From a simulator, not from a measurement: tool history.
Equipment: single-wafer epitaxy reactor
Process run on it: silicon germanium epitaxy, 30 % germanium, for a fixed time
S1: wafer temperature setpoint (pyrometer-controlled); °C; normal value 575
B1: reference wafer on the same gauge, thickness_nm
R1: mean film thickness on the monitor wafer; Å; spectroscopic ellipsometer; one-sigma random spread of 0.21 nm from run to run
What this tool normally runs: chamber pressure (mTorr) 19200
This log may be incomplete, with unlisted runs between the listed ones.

{"run": 1, "hour": 0.0, "S1": 575, "chamber pressure (mTorr)": 19200, "B1": 31.093, "R1": 362.93}
{"run": 2, "hour": 59.6, "S1": 575, "chamber pressure (mTorr)": 19200, "B1": 31.105, "R1": 361.79}
{"run": 3, "hour": 113.7, "S1": 575, "chamber pressure (mTorr)": 21100, "B1": 31.093, "R1": 374.96}
{"run": 4, "hour": 178.4, "S1": 575, "chamber pressure (mTorr)": 21100, "B1": 31.121, "R1": 373.32}
{"run": 5, "hour": 227.2, "S1": 580, "chamber pressure (mTorr)": 19200, "B1": 31.149, "R1": 400.39}
{"hour": 296.1, "done": "gauge calibrated"}
{"run": 6, "hour": 322.0, "S1": 580, "chamber pressure (mTorr)": 19200, "B1": 31.121, "R1": 399.69}
{"hour": 497.6, "done": "capacitance manometer re-zeroed and calibrated"}
{"run": 7, "hour": 516.1, "S1": 575, "chamber pressure (mTorr)": 22200, "B1": 31.095, "R1": 400.63}
{"run": 8, "hour": 541.7, "S1": 575, "chamber pressure (mTorr)": 19200, "B1": 31.115, "R1": 375.79}
{"hour": 569.7, "done": "pyrometer calibrated"}
{"run": 9, "hour": 607.0, "S1": 575, "chamber pressure (mTorr)": 19200, "B1": 31.113, "R1": 370.32}
{"run": 10, "hour": 678.8, "S1": 575, "chamber pressure (mTorr)": 19200, "B1": 31.1, "R1": 369.07}
{"run": 11, "hour": 819.1, "S1": 575, "chamber pressure (mTorr)": 19200, "B1": 31.074, "R1": 370.44}
{"run": 12, "hour": 873.5, "S1": 575, "chamber pressure (mTorr)": 19200, "B1": 31.102, "R1": 366.4}
{"run": 13, "hour": 905.9, "S1": 575, "chamber pressure (mTorr)": 19200, "B1": 31.093, "R1": 367.74}
{"run": 14, "hour": 961.2, "S1": 588, "chamber pressure (mTorr)": 19200, "B1": 31.149, "R1": 481.35}
{"run": 15, "hour": 1016.7, "S1": 562, "chamber pressure (mTorr)": 16300, "B1": 31.143, "R1": 256.23}
{"run": 16, "hour": 1086.7, "S1": 575, "chamber pressure (mTorr)": 19200, "B1": 31.097, "R1": 363.49}
{"hour": 1108.4, "done": "showerhead replaced"}
{"run": 17, "hour": 1136.4, "S1": 581, "chamber pressure (mTorr)": 22800, "B1": 31.093, "R1": 452.66}
{"run": 18, "hour": 1207.0, "S1": 566, "chamber pressure (mTorr)": 23700, "B1": 31.117, "R1": 330.53}
{"run": 19, "hour": 1231.6, "S1": 575, "chamber pressure (mTorr)": 17100, "B1": 31.089, "R1": 342.68}
{"run": 20, "hour": 1290.5, "S1": 589, "chamber pressure (mTorr)": 17200, "B1": 31.116, "R1": 460.61}
{"run": 21, "hour": 1318.7, "S1": 564, "chamber pressure (mTorr)": 19200, "B1": 31.093, "R1": 282.49}
{"run": 22, "hour": 1382.7, "S1": 562, "chamber pressure (mTorr)": 19200, "B1": 31.133, "R1": 273.55}
{"run": 23, "hour": 1437.2, "S1": 575, "chamber pressure (mTorr)": 19200, "B1": 31.104, "R1": 360.73}
{"run": 24, "hour": 1465.0, "S1": 588, "chamber pressure (mTorr)": 23400, "B1": 31.106, "R1": 516.96}
{"run": 25, "hour": 1501.0, "S1": 575, "chamber pressure (mTorr)": 21200, "B1": 31.085, "R1": 373.07}
{"hour": 1531.4, "done": "capacitance manometer re-zeroed and calibrated"}
{"run": 26, "hour": 1547.2, "S1": 575, "chamber pressure (mTorr)": 19200, "B1": 31.096, "R1": 368.55}
{"run": 27, "hour": 1608.0, "S1": 579, "chamber pressure (mTorr)": 14500, "B1": 31.093, "R1": 355.39}

Forecast run 28:
{"run": 28, "hour": 1632.9, "S1": 561, "chamber pressure (mTorr)": 16600, "B1": "?", "R1": "?"}

B1: 31.117
R1: 253.61 Å
Minus the tool's unlogged condition, the same run would have read R1 255.58 Å.
